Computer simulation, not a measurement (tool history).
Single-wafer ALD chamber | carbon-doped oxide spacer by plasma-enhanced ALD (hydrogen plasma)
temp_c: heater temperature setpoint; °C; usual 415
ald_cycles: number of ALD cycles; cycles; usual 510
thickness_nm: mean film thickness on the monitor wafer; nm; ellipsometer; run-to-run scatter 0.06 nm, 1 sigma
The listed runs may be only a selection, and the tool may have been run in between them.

| run | hour | temp_c | ald_cycles | read-back reference wafer on the same gauge, thickness_nm | thickness_nm |
|---|---|---|---|---|---|
| 1 | 0 | 420 | 510 | 24.6 | 23.771 |
| 2 | 12.8 | 420 | 510 | 24.64 | 23.729 |
| 3 | 23.1 | 420 | 510 | 24.657 | 23.629 |
| 4 | 36.7 | 415 | 510 | 24.645 | 24.017 |
| 5 | 43.9 | 415 | 510 | 24.657 | 24.056 |
| 6 | 54.5 | 415 | 510 | 24.682 | 24.073 |
| 7 | 70.1 | 415 | 562 | 24.689 | 26.573 |
| 8 | 80.6 | 415 | 562 | 24.707 | 26.381 |
| 9 | 87.7 | 415 | 455 | 24.708 | 21.444 |
| 10 | 103.8 | 420 | 585 | 24.732 | 27.21 |
| 11 | 113.8 | 420 | 585 | 24.728 | 27.129 |
| 12 | 120.9 | 420 | 585 | 24.731 | 27.186 |
| 13 | 127.9 | 410 | 510 | 24.766 | 24.467 |
| 14 | 135.6 | 410 | 510 | 24.742 | 24.511 |
| 15 | 150.8 | 410 | 510 | 24.755 | 24.437 |
|  | 162.7 | thermocouple changed; heater temperature recalibrated |
| 16 | 163.2 | 415 | 510 | 24.782 | 24.108 |
| 17 | 164.3 | 415 | 510 | 24.785 | 24.12 |
| 18 | 187.3 | 415 | 510 | 24.803 | 24.13 |
|  | 189.2 | gauge calibrated |
| 19 | 218.3 | 415 | 449 | 24.478 | 20.994 |
| 20 | 230.4 | 415 | 449 | 24.492 | 21.054 |
| 21 | 242.5 | 421 | 427 | 24.52 | 19.635 |
| 22 | 250.4 | 415 | 510 | 24.52 | 23.901 |
| 23 | 262.5 | 426 | 579 | 24.509 | 26.129 |
| 24 | 270.4 | 415 | 510 | 24.543 | 23.978 |
| 25 | 287.9 | 415 | 510 | 24.549 | 23.8 |
| 26 | 300.2 | 426 | 510 | 24.557 | 23.153 |
| 27 | 311.3 | 419 | 477 | 24.565 | 22.171 |
| 28 | 324.1 | 419 | 584 | 24.581 | 27.187 |
| 29 | 374.4 | 415 | 510 | 24.643 | 23.995 |
| 30 | 386.2 | 420 | 585 | 24.66 | 27.217 |
| 31 | 396.8 | 415 | 510 | 24.656 | 24.013 |
| 32 | 403.3 | 421 | 450 | 24.655 | 20.858 |
| 33 | 414.4 | 402 | 463 | 24.682 | 22.594 |
| 34 | 428 | 415 | 447 | 24.701 | 21.095 |
| 35 | 442.8 | 415 | 510 | 24.696 | 24.026 |
| 36 | 457.9 | 428 | 546 | 24.704 | 24.877 |
| 37 | 472.5 | 421 | 477 | 24.737 | 22.133 |
| 38 | 479.1 | 410 | 591 | 24.72 | 28.317 |
| 39 | 487.9 | 428 | 451 | 24.748 | 20.505 |
| 40 | 503.6 | 415 | 449 | 24.764 | 21.175 |
| 41 | 510 | 415 | 510 | 24.762 | 24.182 |

Measured less the same run without the tool's hidden state. The same run-to-run variation is in both; the gauge's scatter may not be:
The hidden state here: wafer temperature above the value expected at the setpoint (K); gauge reads high (%).
| run | thickness_nm |
|---|---|
| 1 | +0.116 |
| 2 | +0.128 |
| 3 | +0.137 |
| 4 | +0.153 |
| 5 | +0.159 |
| 6 | +0.17 |
| 7 | +0.204 |
| 8 | +0.213 |
| 9 | +0.179 |
| 10 | +0.245 |
| 11 | +0.255 |
| 12 | +0.262 |
| 13 | +0.243 |
| 14 | +0.251 |
| 15 | +0.265 |
| 16 | +0.273 |
| 17 | +0.274 |
| 18 | +0.295 |
| 19 | -0.013 |
| 20 | -0.003 |
| 21 | +0.007 |
| 22 | +0.015 |
| 23 | +0.03 |
| 24 | +0.035 |
| 25 | +0.051 |
| 26 | +0.061 |
| 27 | +0.068 |
| 28 | +0.098 |
| 29 | +0.134 |
| 30 | +0.164 |
| 31 | +0.155 |
| 32 | +0.141 |
| 33 | +0.162 |
| 34 | +0.162 |
| 35 | +0.199 |
| 36 | +0.221 |
| 37 | +0.209 |
| 38 | +0.275 |
| 39 | +0.206 |
| 40 | +0.226 |
| 41 | +0.264 |

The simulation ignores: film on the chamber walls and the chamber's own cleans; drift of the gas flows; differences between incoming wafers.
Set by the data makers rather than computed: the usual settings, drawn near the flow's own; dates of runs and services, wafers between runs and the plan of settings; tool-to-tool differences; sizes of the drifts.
